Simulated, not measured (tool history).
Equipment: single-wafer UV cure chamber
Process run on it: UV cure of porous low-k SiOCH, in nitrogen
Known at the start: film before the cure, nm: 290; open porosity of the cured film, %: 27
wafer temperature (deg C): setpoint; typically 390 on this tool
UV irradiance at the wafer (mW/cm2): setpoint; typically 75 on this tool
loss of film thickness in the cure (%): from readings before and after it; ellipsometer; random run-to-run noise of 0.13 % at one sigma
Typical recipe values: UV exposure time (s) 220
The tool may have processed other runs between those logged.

| run | hour | wafer temperature (deg C) | UV exposure time (s) | UV irradiance at the wafer (mW/cm2) | wafers since the last listed run | hours since the UV bulbs were replaced | wafers since the quartz window was cleaned | loss of film thickness in the cure (%) |
|---|---|---|---|---|---|---|---|---|
| 1 | 0.0 | 390 | 220 | 75 | 0 | 859.4 | 332 | 11.081 |
| 2 | 73.7 | 390 | 220 | 102 | 449 | 933.1 | 781 | 12.581 |
| 3 | 85.9 | 390 | 220 | 102 | 74 | 945.3 | 855 | 12.649 |
| 4 | 115.1 | 390 | 220 | 102 | 178 | 974.5 | 1034 | 12.536 |
| 5 | 140.3 | 406 | 220 | 75 | 153 | 999.7 | 1187 | 11.405 |
| 6 | 162.4 | 406 | 220 | 75 | 134 | 1021.8 | 1322 | 11.261 |
| 7 | 188.4 | 406 | 220 | 75 | 158 | 1047.8 | 1481 | 11.186 |
| 8 | 214.2 | 390 | 280 | 75 | 157 | 1073.6 | 1638 | 12.290 |
|  | 243.8 | quartz window cleaned |
| 9 | 314.7 | 390 | 280 | 75 | 564 | 1174.1 | 432 | 12.219 |
| 10 | 341.4 | 390 | 220 | 61 | 162 | 1200.8 | 595 | 10.124 |
| 11 | 356.5 | 390 | 220 | 61 | 92 | 1215.9 | 687 | 10.125 |
| 12 | 385.2 | 390 | 275 | 75 | 175 | 1244.6 | 862 | 12.095 |
| 13 | 411.3 | 390 | 220 | 75 | 159 | 1270.7 | 1021 | 10.954 |
| 14 | 441.5 | 390 | 330 | 95 | 184 | 1300.9 | 1205 | 14.542 |
| 15 | 459.8 | 390 | 220 | 102 | 111 | 1319.2 | 1317 | 12.621 |
|  | 493.7 | quartz window cleaned |
| 16 | 494.2 | 390 | 145 | 75 | 160 | 1353.6 | 3 | 8.896 |
| 17 | 508.4 | 390 | 150 | 75 | 86 | 1367.8 | 89 | 9.115 |
|  | 522.5 | UV bulbs replaced |
| 18 | 544.3 | 390 | 220 | 65 | 170 | 21.8 | 259 | 11.232 |
| 19 | 557.1 | 390 | 220 | 75 | 78 | 34.6 | 337 | 11.842 |
| 20 | 571.4 | 403 | 105 | 75 | 87 | 48.9 | 425 | 8.342 |
| 21 | 600.6 | 390 | 220 | 75 | 178 | 78.1 | 603 | 11.699 |
| 22 | 622.7 | 375 | 220 | 87 | 134 | 100.2 | 737 | 11.867 |
| 23 | 635.8 | 390 | 220 | 75 | 79 | 113.3 | 817 | 11.551 |
| 24 | 667.8 | 390 | 220 | 90 | 195 | 145.3 | 1012 | 12.600 |
| 25 | 701.3 | 390 | 335 | 75 | 204 | 178.8 | 1217 | 13.613 |
| 26 | 721.9 | 390 | 155 | 75 | 125 | 199.4 | 1342 | 10.003 |
| 27 | 741.7 | 390 | 220 | 75 | 120 | 219.2 | 1463 | 11.271 |

Predict each of these 4 candidate next runs independently; none follows another, all start after run 27:
| A | 742.2 | 390 | 220 | 75 | 3 | 219.7 | 1466 | ? |
| B | 742.2 | 390 | 275 | 40 | 3 | 219.7 | 1466 | ? |
| C | 742.2 | 409 | 110 | 106 | 3 | 219.7 | 1466 | ? |
| D | 742.2 | 384 | 220 | 104 | 3 | 219.7 | 1466 | ? |

| run | loss of film thickness in the cure (%) |
|---|---|
| A | 11.288 |
| B | 9.336 |
| C | 9.962 |
| D | 12.790 |
Stripped of hidden state, with their random variation kept, the same runs would have yielded:
| run | loss of film thickness in the cure (%) |
|---|---|
| A | 12.029 |
| B | 10.053 |
| C | 10.687 |
| D | 13.553 |
